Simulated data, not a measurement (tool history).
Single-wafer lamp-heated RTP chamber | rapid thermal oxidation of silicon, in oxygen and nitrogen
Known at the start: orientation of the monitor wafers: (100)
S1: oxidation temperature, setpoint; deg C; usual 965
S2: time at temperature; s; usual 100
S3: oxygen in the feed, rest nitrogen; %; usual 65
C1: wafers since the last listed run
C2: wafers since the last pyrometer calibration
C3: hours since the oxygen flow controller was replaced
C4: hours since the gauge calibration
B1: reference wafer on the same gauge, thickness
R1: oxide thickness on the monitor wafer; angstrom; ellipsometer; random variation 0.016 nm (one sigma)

run   hour   S1   S2  S3   C1    C2      C3     C4     B1     R1
  1      0  965  100  65    0  1790  4845.6  812.4  5.362  48.88
  2   21.1  965  100  65  104  1895  4866.7  833.5  5.369  49.01
      23.8  -- gauge calibrated
  3   39.5  965  100  65   90  1986  4885.1   15.7  5.367     49
  4     64  947  100  65  121  2107  4909.6   40.2  5.367  42.72
  5   76.6  965  138  65   62  2169  4922.2   52.8  5.372  56.33
  6  109.5  965  100  65  162  2332  4955.1   85.7  5.371  48.86
  7    126  965  100  65   81  2413  4971.6  102.2  5.369  48.86
  8  161.3  987  100  65  174  2588  5006.9  137.5  5.376  57.54
  9  262.9  987  100  65  502  3090  5108.5  239.1  5.371  58.11
 10    292  965   68  65  143  3234  5137.6  268.2  5.372  41.82
 11  323.5  965   68  65  155  3389  5169.1  299.7  5.367  42.03
 12  336.4  965   68  65   63  3453    5182  312.6  5.373  41.88
 13  366.6  965  100  65  149  3602  5212.2  342.8  5.363  49.56
 14  381.7  965  100  65   74  3677  5227.3  357.9  5.371  49.56
 15  407.7  965  100  65  128  3805  5253.3  383.9  5.377  49.41
 16  431.6  965  100  65  118  3924  5277.2  407.8  5.372  50.01
     482.2  -- oxygen flow controller replaced
 17  483.7  965  100  65  217  4142     1.5  459.9  5.369  50.04
 18  497.5  974  136  94   68  4210    15.3  473.7   5.38  69.71
 19  523.8  965  100  65  129  4340    41.6    500  5.367  50.02
 20  557.4  965  100  65  166  4506    75.2  533.6  5.373  50.29
 21  573.4  987  100  65   79  4585    91.2  549.6  5.379  58.98
 22  588.8  965  132  79   76  4661   106.6    565  5.365  60.33
 23  603.7  978  114  41   73  4735   121.5  579.9  5.365  50.22
 24  623.8  965   68  65   99  4834   141.6    600  5.373  43.06
     636.2  -- pyrometer window cleaned and pyrometer calibrated
 25  639.3  965  100  65   37    15   157.1  615.5  5.373   48.2
 26  671.3  965  124  65  158   173   189.1  647.5  5.363  52.92
 27  697.3  965  100  65  128   301   215.1  673.5  5.372  48.12
     728.2  -- gauge calibrated
 28  729.4  965  100  80  158   460   247.2    1.2  5.362  51.38
 29    746  965  118  89   82   542   263.8   17.8  5.365  57.85
 30  777.2  965  100  65  154   696     295     49  5.367  48.02
 31  882.2  965   85  65  518  1215     400    154  5.372  44.93
 32  897.8  991  100  48   77  1292   415.6  169.6  5.365  52.73
 33  927.8  941   77  65  148  1441   445.6  199.6  5.369  36.66
 34  950.6  965  116  65  112  1553   468.4  222.4  5.376  51.37

Hidden state at the last listed run before each entry between runs and at the first one after, where it differs:
Between runs 2 and 3: gauge calibrated (hour 23.8)
  true wafer temperature minus pyrometer reading, K: 1.83 -> 1.91
  measured less the result without the state, R1: +0.66 -> +0.68 angstrom
Between runs 16 and 17: oxygen flow controller replaced (hour 482.2)
  true wafer temperature minus pyrometer reading, K: 4.61 -> 5.1
  measured less the result without the state, R1: +1.66 -> +1.84 angstrom
Between runs 24 and 25: pyrometer window cleaned and pyrometer calibrated (hour 636.2)
  true wafer temperature minus pyrometer reading, K: 6.58 -> 0.334
  measured less the result without the state, R1: +1.93 -> +0.12 angstrom
Between runs 27 and 28: gauge calibrated (hour 728.2)
  true wafer temperature minus pyrometer reading, K: 0.356 -> 0.384
  measured less the result without the state, R1: +0.13 -> +0.15 angstrom
